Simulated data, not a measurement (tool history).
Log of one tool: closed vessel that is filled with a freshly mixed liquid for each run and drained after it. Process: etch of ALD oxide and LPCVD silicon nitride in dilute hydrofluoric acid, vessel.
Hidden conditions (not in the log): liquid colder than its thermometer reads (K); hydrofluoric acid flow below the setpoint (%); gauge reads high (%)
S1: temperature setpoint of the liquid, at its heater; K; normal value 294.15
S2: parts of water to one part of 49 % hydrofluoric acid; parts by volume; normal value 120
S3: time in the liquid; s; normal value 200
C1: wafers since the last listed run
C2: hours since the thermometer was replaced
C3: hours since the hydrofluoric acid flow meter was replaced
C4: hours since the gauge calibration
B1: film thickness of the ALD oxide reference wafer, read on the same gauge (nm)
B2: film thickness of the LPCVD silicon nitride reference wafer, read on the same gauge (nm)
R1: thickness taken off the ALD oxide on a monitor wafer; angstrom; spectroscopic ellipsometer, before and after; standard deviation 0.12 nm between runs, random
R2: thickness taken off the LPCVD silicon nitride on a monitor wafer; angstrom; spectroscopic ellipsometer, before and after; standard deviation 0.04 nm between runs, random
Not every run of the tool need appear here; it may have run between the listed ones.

run	hour	S1	S2	S3	C1	C2	C3	C4	B1	B2	R1	R2
1	0	294.15	120	200	0	1841.1	845.1	391	90	60.005	198	7.33
2	56.7	294.15	120	200	4896	1897.8	901.8	447.7	90	59.967	197.2	6.8
3	131.1	294.15	120	200	6425	1972.2	976.2	522.1	89.99	60.012	197.8	6.82
# hour 175.4: hydrofluoric acid flow meter replaced
4	179.1	294.15	120	200	4059	2020.2	3.7	570.1	89.99	59.992	197.5	6.89
5	243.2	294.15	120	200	5535	2084.3	67.8	634.2	89.99	59.987	196.5	6.85
6	304.9	294.15	120	200	5328	2146	129.5	695.9	90	59.98	198.8	7.36
7	386.1	294.15	120	200	7012	2227.2	210.7	777.1	90	60.016	195	7.04
8	491	294.15	120	200	9059	2332.1	315.6	882	89.97	59.936	198.5	7.18
9	563.8	294.15	120	200	6287	2404.9	388.4	954.8	90.01	59.973	197.1	7.66
10	606.2	294.15	120	155	3661	2447.3	430.8	997.2	90.03	60.002	153.3	5.75
11	852.7	294.15	120	155	21288	2693.8	677.3	1243.7	90.04	60.013	152.5	5.86
# hour 887.6: gauge calibrated
12	905.4	294.15	120	155	4551	2746.5	730	17.8	90.04	60.008	154.3	5.44
# hour 1003.2: thermometer replaced
13	1051.8	294.15	120	260	12557	48.6	876.4	164.2	90.01	60.002	259.6	9.49
# hour 1100.1: hydrofluoric acid flow meter replaced
14	1139	294.15	120	200	7444	135.8	38.9	251.4	90.01	59.972	196.9	7.54
15	1230.4	294.15	120	200	7893	227.2	130.3	342.8	90.02	59.96	196.8	7.27
16	1295.5	296.65	70	110	5622	292.3	195.4	407.9	89.99	60.001	218.1	8.67
17	1350.5	294.15	120	200	4749	347.3	250.4	462.9	90.03	60.002	198	7.07
18	1441.5	298.15	120	200	7858	438.3	341.4	553.9	89.99	60.005	231.7	9.28
19	1490.7	294.15	120	200	4249	487.5	390.6	603.1	89.99	60.029	198.4	6.24
20	1573	292.15	120	200	7107	569.8	472.9	685.4	90	59.988	181.9	6.29
21	1638.2	290.15	120	200	5630	635	538.1	750.6	89.98	60.018	168.8	5.3
22	1692.2	294.15	120	120	4663	689	592.1	804.6	89.98	59.989	118.2	3.95
23	1770	297.65	160	315	6718	766.8	669.9	882.4	90	60.007	257.2	11.12
24	1839.7	290.15	120	115	6019	836.5	739.6	952.1	89.99	60.019	97.4	3.04
25	1926.5	294.15	120	200	7496	923.3	826.4	1038.9	90	60	196.8	7.92

Here are 4 independent what-if runs from the current tool condition. What would each one return?
A	1927.2	294.15	120	200	60	924	827.1	1039.6	?	?	?	?
B	1927.2	294.15	80	300	60	924	827.1	1039.6	?	?	?	?
C	1927.2	296.65	150	260	60	924	827.1	1039.6	?	?	?	?
D	1927.2	290.15	165	120	60	924	827.1	1039.6	?	?	?	?

run	B1	B2	R1	R2
A	90.04	59.992	198	6.57
B	90.04	59.992	466.4	14.66
C	90.04	59.992	219.7	8.09
D	90.04	59.992	70.2	2.21
Stripped of hidden state, with their random variation kept, the same runs would have yielded:
run	R1	R2
A	198	6.57
B	466.4	14.66
C	219.7	8.09
D	70.2	2.21
